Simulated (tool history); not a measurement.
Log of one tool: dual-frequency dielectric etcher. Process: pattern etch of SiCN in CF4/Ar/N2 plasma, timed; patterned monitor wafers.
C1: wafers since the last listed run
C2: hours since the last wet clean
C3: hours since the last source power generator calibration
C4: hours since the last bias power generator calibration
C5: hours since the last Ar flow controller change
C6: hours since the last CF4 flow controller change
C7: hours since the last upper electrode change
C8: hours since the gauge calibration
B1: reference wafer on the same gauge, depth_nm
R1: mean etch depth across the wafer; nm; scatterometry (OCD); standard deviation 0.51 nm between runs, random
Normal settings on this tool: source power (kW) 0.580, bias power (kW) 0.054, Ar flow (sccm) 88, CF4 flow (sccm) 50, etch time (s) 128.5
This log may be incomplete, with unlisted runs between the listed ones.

run 1 hour=0.0 | source_power_(kW)=0.580 bias_power_(kW)=0.054 Ar_flow_(sccm)=88 CF4_flow_(sccm)=50 etch_time_(s)=128.5 | C1=0 C2=445.0 C3=3572.2 C4=2982.6 C5=1676.8 C6=4930.7 C7=5310.8 C8=70.0 | B1=97.0 | R1=115.1
run 2 hour=15.0 | source_power_(kW)=0.580 bias_power_(kW)=0.054 Ar_flow_(sccm)=88 CF4_flow_(sccm)=50 etch_time_(s)=128.5 | C1=142 C2=460.0 C3=3587.2 C4=2997.6 C5=1691.8 C6=4945.7 C7=5325.8 C8=85.0 | B1=96.9 | R1=115.8
run 3 hour=28.9 | source_power_(kW)=0.580 bias_power_(kW)=0.054 Ar_flow_(sccm)=88 CF4_flow_(sccm)=50 etch_time_(s)=128.5 | C1=131 C2=473.9 C3=3601.1 C4=3011.5 C5=1705.7 C6=4959.6 C7=5339.7 C8=98.9 | B1=96.8 | R1=115.7
run 4 hour=36.4 | source_power_(kW)=0.580 bias_power_(kW)=0.054 Ar_flow_(sccm)=88 CF4_flow_(sccm)=50 etch_time_(s)=128.5 | C1=71 C2=481.4 C3=3608.6 C4=3019.0 C5=1713.2 C6=4967.1 C7=5347.2 C8=106.4 | B1=96.9 | R1=116.0
run 5 hour=49.5 | source_power_(kW)=0.580 bias_power_(kW)=0.054 Ar_flow_(sccm)=95 CF4_flow_(sccm)=56 etch_time_(s)=128.5 | C1=124 C2=494.5 C3=3621.7 C4=3032.1 C5=1726.3 C6=4980.2 C7=5360.3 C8=119.5 | B1=96.9 | R1=115.6
run 6 hour=60.2 | source_power_(kW)=0.510 bias_power_(kW)=0.046 Ar_flow_(sccm)=88 CF4_flow_(sccm)=50 etch_time_(s)=128.5 | C1=101 C2=505.2 C3=3632.4 C4=3042.8 C5=1737.0 C6=4990.9 C7=5371.0 C8=130.2 | B1=97.1 | R1=100.5
run 7 hour=71.9 | source_power_(kW)=0.510 bias_power_(kW)=0.046 Ar_flow_(sccm)=88 CF4_flow_(sccm)=50 etch_time_(s)=128.5 | C1=110 C2=516.9 C3=3644.1 C4=3054.5 C5=1748.7 C6=5002.6 C7=5382.7 C8=141.9 | B1=97.0 | R1=100.1
run 8 hour=79.7 | source_power_(kW)=0.510 bias_power_(kW)=0.046 Ar_flow_(sccm)=88 CF4_flow_(sccm)=50 etch_time_(s)=128.5 | C1=73 C2=524.7 C3=3651.9 C4=3062.3 C5=1756.5 C6=5010.4 C7=5390.5 C8=149.7 | B1=97.1 | R1=99.6
run 9 hour=91.3 | source_power_(kW)=0.580 bias_power_(kW)=0.054 Ar_flow_(sccm)=88 CF4_flow_(sccm)=50 etch_time_(s)=128.5 | C1=109 C2=536.3 C3=3663.5 C4=3073.9 C5=1768.1 C6=5022.0 C7=5402.1 C8=161.3 | B1=96.9 | R1=114.2
-- hour=117.0 Ar flow controller replaced
-- hour=118.7 source power generator calibrated
-- hour=123.6 wet clean of the chamber
-- hour=127.8 bias power generator calibrated
-- hour=144.8 upper electrode replaced
run 10 hour=145.3 | source_power_(kW)=0.580 bias_power_(kW)=0.054 Ar_flow_(sccm)=88 CF4_flow_(sccm)=50 etch_time_(s)=128.5 | C1=192 C2=21.7 C3=26.6 C4=17.5 C5=28.3 C6=5076.0 C7=0.5 C8=215.3 | B1=97.1 | R1=121.1
run 11 hour=145.7 | source_power_(kW)=0.510 bias_power_(kW)=0.062 Ar_flow_(sccm)=95 CF4_flow_(sccm)=57 etch_time_(s)=128.5 | C1=3 C2=22.1 C3=27.0 C4=17.9 C5=28.7 C6=5076.4 C7=0.9 C8=215.7 | B1=96.8 | R1=117.2
run 12 hour=146.0 | source_power_(kW)=0.580 bias_power_(kW)=0.054 Ar_flow_(sccm)=88 CF4_flow_(sccm)=50 etch_time_(s)=128.5 | C1=2 C2=22.4 C3=27.3 C4=18.2 C5=29.0 C6=5076.7 C7=1.2 C8=216.0 | B1=96.9 | R1=120.6
run 13 hour=146.4 | source_power_(kW)=0.580 bias_power_(kW)=0.054 Ar_flow_(sccm)=88 CF4_flow_(sccm)=50 etch_time_(s)=128.5 | C1=3 C2=22.8 C3=27.7 C4=18.6 C5=29.4 C6=5077.1 C7=1.6 C8=216.4 | B1=97.0 | R1=120.2
run 14 hour=146.7 | source_power_(kW)=0.580 bias_power_(kW)=0.054 Ar_flow_(sccm)=88 CF4_flow_(sccm)=58 etch_time_(s)=150.5 | C1=2 C2=23.1 C3=28.0 C4=18.9 C5=29.7 C6=5077.4 C7=1.9 C8=216.7 | B1=96.9 | R1=144.7
-- hour=156.0 gauge calibrated
run 15 hour=156.9 | source_power_(kW)=0.710 bias_power_(kW)=0.044 Ar_flow_(sccm)=88 CF4_flow_(sccm)=50 etch_time_(s)=128.5 | C1=96 C2=33.3 C3=38.2 C4=29.1 C5=39.9 C6=5087.6 C7=12.1 C8=0.9 | B1=97.0 | R1=127.4
-- hour=172.5 CF4 flow controller replaced
run 16 hour=185.5 | source_power_(kW)=0.450 bias_power_(kW)=0.054 Ar_flow_(sccm)=88 CF4_flow_(sccm)=40 etch_time_(s)=128.5 | C1=214 C2=61.9 C3=66.8 C4=57.7 C5=68.5 C6=13.0 C7=40.7 C8=29.5 | B1=97.0 | R1=99.5
run 17 hour=198.1 | source_power_(kW)=0.580 bias_power_(kW)=0.054 Ar_flow_(sccm)=80 CF4_flow_(sccm)=50 etch_time_(s)=142.0 | C1=119 C2=74.5 C3=79.4 C4=70.3 C5=81.1 C6=25.6 C7=53.3 C8=42.1 | B1=97.1 | R1=134.9
run 18 hour=206.9 | source_power_(kW)=0.580 bias_power_(kW)=0.061 Ar_flow_(sccm)=88 CF4_flow_(sccm)=50 etch_time_(s)=165.5 | C1=83 C2=83.3 C3=88.2 C4=79.1 C5=89.9 C6=34.4 C7=62.1 C8=50.9 | B1=97.1 | R1=161.1
run 19 hour=222.7 | source_power_(kW)=0.660 bias_power_(kW)=0.054 Ar_flow_(sccm)=88 CF4_flow_(sccm)=56 etch_time_(s)=164.0 | C1=149 C2=99.1 C3=104.0 C4=94.9 C5=105.7 C6=50.2 C7=77.9 C8=66.7 | B1=97.1 | R1=169.1

Branching from run 19: 5 alternative next runs. What would each branch give?
run A hour=223.2 | source_power_(kW)=0.580 bias_power_(kW)=0.054 Ar_flow_(sccm)=88 CF4_flow_(sccm)=50 etch_time_(s)=128.5 | C1=4 C2=99.6 C3=104.5 C4=95.4 C5=106.2 C6=50.7 C7=78.4 C8=67.2 | B1=? | R1=?
run B hour=223.2 | source_power_(kW)=0.580 bias_power_(kW)=0.041 Ar_flow_(sccm)=72 CF4_flow_(sccm)=44 etch_time_(s)=128.5 | C1=4 C2=99.6 C3=104.5 C4=95.4 C5=106.2 C6=50.7 C7=78.4 C8=67.2 | B1=? | R1=?
run C hour=223.2 | source_power_(kW)=0.580 bias_power_(kW)=0.054 Ar_flow_(sccm)=80 CF4_flow_(sccm)=50 etch_time_(s)=165.0 | C1=4 C2=99.6 C3=104.5 C4=95.4 C5=106.2 C6=50.7 C7=78.4 C8=67.2 | B1=? | R1=?
run D hour=223.2 | source_power_(kW)=0.440 bias_power_(kW)=0.054 Ar_flow_(sccm)=88 CF4_flow_(sccm)=50 etch_time_(s)=91.5 | C1=4 C2=99.6 C3=104.5 C4=95.4 C5=106.2 C6=50.7 C7=78.4 C8=67.2 | B1=? | R1=?
run E hour=223.2 | source_power_(kW)=0.580 bias_power_(kW)=0.061 Ar_flow_(sccm)=88 CF4_flow_(sccm)=59 etch_time_(s)=103.5 | C1=4 C2=99.6 C3=104.5 C4=95.4 C5=106.2 C6=50.7 C7=78.4 C8=67.2 | B1=? | R1=?

run=A B1=97.1 R1=120.1
run=B B1=97.1 R1=111.1
run=C B1=97.1 R1=157.3
run=D B1=97.1 R1=72.8
run=E B1=97.1 R1=103.9
What these runs would have given with no unlogged condition in the tool:
run=A R1=121.5
run=B R1=112.3
run=C R1=159.0
run=D R1=73.6
run=E R1=105.1
